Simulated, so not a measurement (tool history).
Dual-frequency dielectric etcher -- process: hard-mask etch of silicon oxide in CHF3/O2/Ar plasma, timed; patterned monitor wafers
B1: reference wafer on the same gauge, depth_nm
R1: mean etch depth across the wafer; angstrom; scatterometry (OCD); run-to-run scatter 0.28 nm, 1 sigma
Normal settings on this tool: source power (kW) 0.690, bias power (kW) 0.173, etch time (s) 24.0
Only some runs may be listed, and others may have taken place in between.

{"run": 1, "hour": 0.0, "source power (kW)": 0.69, "bias power (kW)": 0.173, "etch time (s)": 24.0, "B1": 48.04, "R1": 494.3}
{"run": 2, "hour": 28.9, "source power (kW)": 0.69, "bias power (kW)": 0.173, "etch time (s)": 24.0, "B1": 48.04, "R1": 500.8}
{"run": 3, "hour": 51.0, "source power (kW)": 0.69, "bias power (kW)": 0.173, "etch time (s)": 24.0, "B1": 47.92, "R1": 497.6}
{"run": 4, "hour": 85.1, "source power (kW)": 0.69, "bias power (kW)": 0.173, "etch time (s)": 24.0, "B1": 48.09, "R1": 488.6}
{"run": 5, "hour": 112.0, "source power (kW)": 0.69, "bias power (kW)": 0.173, "etch time (s)": 24.0, "B1": 48.01, "R1": 484.4}
{"run": 6, "hour": 131.5, "source power (kW)": 0.69, "bias power (kW)": 0.173, "etch time (s)": 24.0, "B1": 48.02, "R1": 490.3}
{"run": 7, "hour": 146.1, "source power (kW)": 0.69, "bias power (kW)": 0.173, "etch time (s)": 27.5, "B1": 47.91, "R1": 557.8}
{"run": 8, "hour": 162.6, "source power (kW)": 0.69, "bias power (kW)": 0.173, "etch time (s)": 27.5, "B1": 48.0, "R1": 558.2}
{"run": 9, "hour": 180.4, "source power (kW)": 0.69, "bias power (kW)": 0.173, "etch time (s)": 27.5, "B1": 47.93, "R1": 555.3}
{"run": 10, "hour": 208.0, "source power (kW)": 0.69, "bias power (kW)": 0.203, "etch time (s)": 27.5, "B1": 47.99, "R1": 594.0}
{"hour": 233.9, "done": "gauge calibrated"}
{"hour": 235.3, "done": "source power generator calibrated"}
{"hour": 237.2, "done": "wet clean of the chamber"}
{"run": 11, "hour": 237.7, "source power (kW)": 0.8, "bias power (kW)": 0.159, "etch time (s)": 21.5, "B1": 48.03, "R1": 457.8}
{"run": 12, "hour": 251.2, "source power (kW)": 0.83, "bias power (kW)": 0.173, "etch time (s)": 30.5, "B1": 47.97, "R1": 674.3}
{"hour": 263.4, "done": "bias power generator calibrated"}
{"hour": 280.3, "done": "upper electrode replaced"}
{"run": 13, "hour": 284.9, "source power (kW)": 0.69, "bias power (kW)": 0.173, "etch time (s)": 24.0, "B1": 47.97, "R1": 499.2}
{"run": 14, "hour": 308.2, "source power (kW)": 0.69, "bias power (kW)": 0.173, "etch time (s)": 24.0, "B1": 47.97, "R1": 499.4}
{"run": 15, "hour": 328.1, "source power (kW)": 0.8, "bias power (kW)": 0.159, "etch time (s)": 21.5, "B1": 47.94, "R1": 453.1}
{"run": 16, "hour": 352.4, "source power (kW)": 0.69, "bias power (kW)": 0.173, "etch time (s)": 24.0, "B1": 47.98, "R1": 498.2}
{"run": 17, "hour": 366.4, "source power (kW)": 0.69, "bias power (kW)": 0.173, "etch time (s)": 19.0, "B1": 47.98, "R1": 389.2}

Run 18 comes next. What will it give?
{"run": 18, "hour": 383.0, "source power (kW)": 0.64, "bias power (kW)": 0.173, "etch time (s)": 28.0, "B1": "?", "R1": "?"}

Run 18 measured B1 47.95, R1 565.1 angstrom.
Had the tool carried no hidden state, the very same run would have given R1 574.7 angstrom.
